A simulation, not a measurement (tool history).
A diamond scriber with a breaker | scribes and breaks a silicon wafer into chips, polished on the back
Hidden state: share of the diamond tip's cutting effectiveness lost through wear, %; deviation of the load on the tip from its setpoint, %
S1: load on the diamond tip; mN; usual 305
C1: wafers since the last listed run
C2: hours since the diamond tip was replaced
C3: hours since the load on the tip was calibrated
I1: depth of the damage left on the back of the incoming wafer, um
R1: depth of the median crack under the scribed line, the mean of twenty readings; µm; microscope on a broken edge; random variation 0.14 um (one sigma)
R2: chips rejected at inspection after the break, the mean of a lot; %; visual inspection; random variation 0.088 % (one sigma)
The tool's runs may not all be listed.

{"run": 1, "hour": 0.0, "S1": 305, "C1": 0, "C2": 509.7, "C3": 202.2, "I1": 0.04, "R1": 12.86, "R2": 1.93}
{"run": 2, "hour": 107.6, "S1": 305, "C1": 149, "C2": 617.3, "C3": 309.8, "I1": 0.04, "R1": 13.12, "R2": 2.08}
{"run": 3, "hour": 183.6, "S1": 247, "C1": 105, "C2": 693.3, "C3": 385.8, "I1": 0.02, "R1": 10.89, "R2": 4.92}
{"run": 4, "hour": 270.1, "S1": 247, "C1": 120, "C2": 779.8, "C3": 472.3, "I1": 0.03, "R1": 11.04, "R2": 4.76}
{"run": 5, "hour": 349.0, "S1": 247, "C1": 109, "C2": 858.7, "C3": 551.2, "I1": 0.01, "R1": 10.96, "R2": 4.65}
{"run": 6, "hour": 435.0, "S1": 305, "C1": 119, "C2": 944.7, "C3": 637.2, "I1": 0.04, "R1": 13.4, "R2": 1.94}
{"run": 7, "hour": 487.8, "S1": 305, "C1": 73, "C2": 997.5, "C3": 690, "I1": 0.03, "R1": 13.52, "R2": 2.19}
{"hour": 560.2, "done": "diamond tip replaced by a new one"}
{"run": 8, "hour": 660.5, "S1": 362, "C1": 236, "C2": 100.3, "C3": 862.7, "I1": 0.03, "R1": 15.41, "R2": 5.02}
{"run": 9, "hour": 709.4, "S1": 339, "C1": 67, "C2": 149.2, "C3": 911.6, "I1": 0.01, "R1": 14.38, "R2": 3.59}
{"run": 10, "hour": 759.6, "S1": 339, "C1": 69, "C2": 199.4, "C3": 961.8, "I1": 0.05, "R1": 14.83, "R2": 3.63}
{"run": 11, "hour": 805.5, "S1": 339, "C1": 63, "C2": 245.3, "C3": 1007.7, "I1": 0.04, "R1": 14.63, "R2": 3.61}
{"run": 12, "hour": 899.1, "S1": 276, "C1": 129, "C2": 338.9, "C3": 1101.3, "I1": 0.04, "R1": 12.5, "R2": 2.1}
{"run": 13, "hour": 967.7, "S1": 366, "C1": 95, "C2": 407.5, "C3": 1169.9, "I1": 0.04, "R1": 15.42, "R2": 6.05}
{"run": 14, "hour": 1006.2, "S1": 216, "C1": 53, "C2": 446, "C3": 1208.4, "I1": 0.04, "R1": 10.03, "R2": 8.08}
{"run": 15, "hour": 1052.6, "S1": 273, "C1": 64, "C2": 492.4, "C3": 1254.8, "I1": 0.05, "R1": 12.48, "R2": 2.31}
{"hour": 1110.9, "done": "load on the tip recalibrated"}
{"run": 16, "hour": 1148.5, "S1": 366, "C1": 130, "C2": 588.3, "C3": 37.6, "I1": 0.04, "R1": 15.22, "R2": 4.21}
{"run": 17, "hour": 1215.2, "S1": 355, "C1": 92, "C2": 655, "C3": 104.3, "I1": 0.03, "R1": 14.69, "R2": 3.89}
{"run": 18, "hour": 1289.9, "S1": 277, "C1": 103, "C2": 729.7, "C3": 179, "I1": 0.03, "R1": 11.88, "R2": 2.7}
{"run": 19, "hour": 1361.8, "S1": 241, "C1": 99, "C2": 801.6, "C3": 250.9, "I1": 0.03, "R1": 10.73, "R2": 5.16}
{"run": 20, "hour": 1454.1, "S1": 340, "C1": 128, "C2": 893.9, "C3": 343.2, "I1": 0.02, "R1": 14.28, "R2": 3.03}
{"run": 21, "hour": 1524.1, "S1": 254, "C1": 97, "C2": 963.9, "C3": 413.2, "I1": 0.04, "R1": 11.41, "R2": 3.86}
{"run": 22, "hour": 1583.3, "S1": 247, "C1": 82, "C2": 1023.1, "C3": 472.4, "I1": 0.05, "R1": 10.95, "R2": 4.37}

5 ways to go on from here, each from the tool as it stands after run 22. What would each give?
{"run": "A", "hour": 1584.0, "S1": 305, "C1": 0, "C2": 1023.8, "C3": 473.1, "I1": 0.01, "R1": "?", "R2": "?"}
{"run": "B", "hour": 1584.0, "S1": 255, "C1": 0, "C2": 1023.8, "C3": 473.1, "I1": 0.01, "R1": "?", "R2": "?"}
{"run": "C", "hour": 1584.0, "S1": 214, "C1": 0, "C2": 1023.8, "C3": 473.1, "I1": 0.01, "R1": "?", "R2": "?"}
{"run": "D", "hour": 1584.0, "S1": 336, "C1": 0, "C2": 1023.8, "C3": 473.1, "I1": 0.01, "R1": "?", "R2": "?"}
{"run": "E", "hour": 1584.0, "S1": 271, "C1": 0, "C2": 1023.8, "C3": 473.1, "I1": 0.01, "R1": "?", "R2": "?"}

run=A R1=13.14 R2=2.05
run=B R1=11.26 R2=3.53
run=C R1=9.6 R2=9.52
run=D R1=14.23 R2=3.03
run=E R1=11.88 R2=2.52
Without the tool's hidden state the same runs would have given:
run=A R1=12.81 R2=1.99
run=B R1=10.98 R2=4.2
run=C R1=9.36 R2=10.84
run=D R1=13.88 R2=2.59
run=E R1=11.58 R2=2.94

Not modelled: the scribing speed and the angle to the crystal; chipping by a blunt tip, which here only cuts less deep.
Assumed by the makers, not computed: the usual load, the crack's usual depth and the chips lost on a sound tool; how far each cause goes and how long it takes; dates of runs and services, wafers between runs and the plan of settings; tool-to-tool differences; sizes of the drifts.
